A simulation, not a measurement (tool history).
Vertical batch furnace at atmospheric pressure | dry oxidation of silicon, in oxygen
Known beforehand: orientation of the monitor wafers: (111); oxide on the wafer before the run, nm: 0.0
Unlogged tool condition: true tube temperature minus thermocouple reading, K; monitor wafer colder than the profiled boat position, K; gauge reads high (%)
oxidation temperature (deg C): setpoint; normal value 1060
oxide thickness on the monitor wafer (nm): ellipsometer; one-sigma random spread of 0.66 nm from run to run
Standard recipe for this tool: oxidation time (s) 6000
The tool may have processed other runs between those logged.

run   hour  oxidation temperature (deg C)  oxidation time (s)  wafers since the last listed run  hours since the last temperature calibration  hours since the boat lift was adjusted  hours since the gauge calibration  read-back reference wafer on the same gauge, thickness  oxide thickness on the monitor wafer (nm)
  1    0.0                           1060                6660                                 0                                        3066.1                                  5044.1                              396.3                                                  163.76                                     155.61
  2   52.5                           1060                6660                               307                                        3118.6                                  5096.6                              448.8                                                  163.97                                     156.89
  3   91.1                           1060                6000                               226                                        3157.2                                  5135.2                              487.4                                                  164.20                                     146.07
  4  119.1                           1048                6000                               164                                        3185.2                                  5163.2                              515.4                                                  164.47                                     137.28
  5  183.5                           1048                6000                               377                                        3249.6                                  5227.6                              579.8                                                  164.90                                     137.12
  6  211.8                           1060                6000                               165                                        3277.9                                  5255.9                              608.1                                                  165.04                                     147.32
     229.8  -- gauge calibrated
     306.0  -- boat lift adjusted
  7  306.5                           1044                6000                               414                                        3372.6                                     0.5                               76.7                                                  161.04                                     130.67
  8  326.7                           1035                6000                               118                                        3392.8                                    20.7                               96.9                                                  161.21                                     124.29
  9  370.8                           1083                4680                               258                                        3436.9                                    64.8                              141.0                                                  161.52                                     142.60
 10  410.9                           1060                5250                               234                                        3477.0                                   104.9                              181.1                                                  161.74                                     132.94
     440.5  -- thermocouples replaced and temperature profile calibrated
 11  448.7                           1050                8160                                80                                           8.2                                   142.7                              218.9                                                  161.98                                     164.72
 12  477.6                           1060                6000                               169                                          37.1                                   171.6                              247.8                                                  162.19                                     144.38
 13  547.2                           1085                6000                               407                                         106.7                                   241.2                              317.4                                                  162.66                                     168.16
 14  601.2                           1060                4680                               316                                         160.7                                   295.2                              371.4                                                  162.95                                     124.55

3 ways to go on from here, each from the tool as it stands after run 14. What would each give?
  A  607.6                           1075                6000                                37                                         167.1                                   301.6                              377.8                                                       ?                                          ?
  B  607.6                           1074                4500                                37                                         167.1                                   301.6                              377.8                                                       ?                                          ?
  C  607.6                           1060                4230                                37                                         167.1                                   301.6                              377.8                                                       ?                                          ?

run  read-back reference wafer on the same gauge, thickness  oxide thickness on the monitor wafer (nm)
  A                                                  163.02                                     158.45
  B                                                  163.02                                     132.09
  C                                                  163.02                                     116.70
Without the tool's hidden state the same runs would have given:
run  oxide thickness on the monitor wafer (nm)
  A                                     156.50
  B                                     130.46
  C                                     115.26
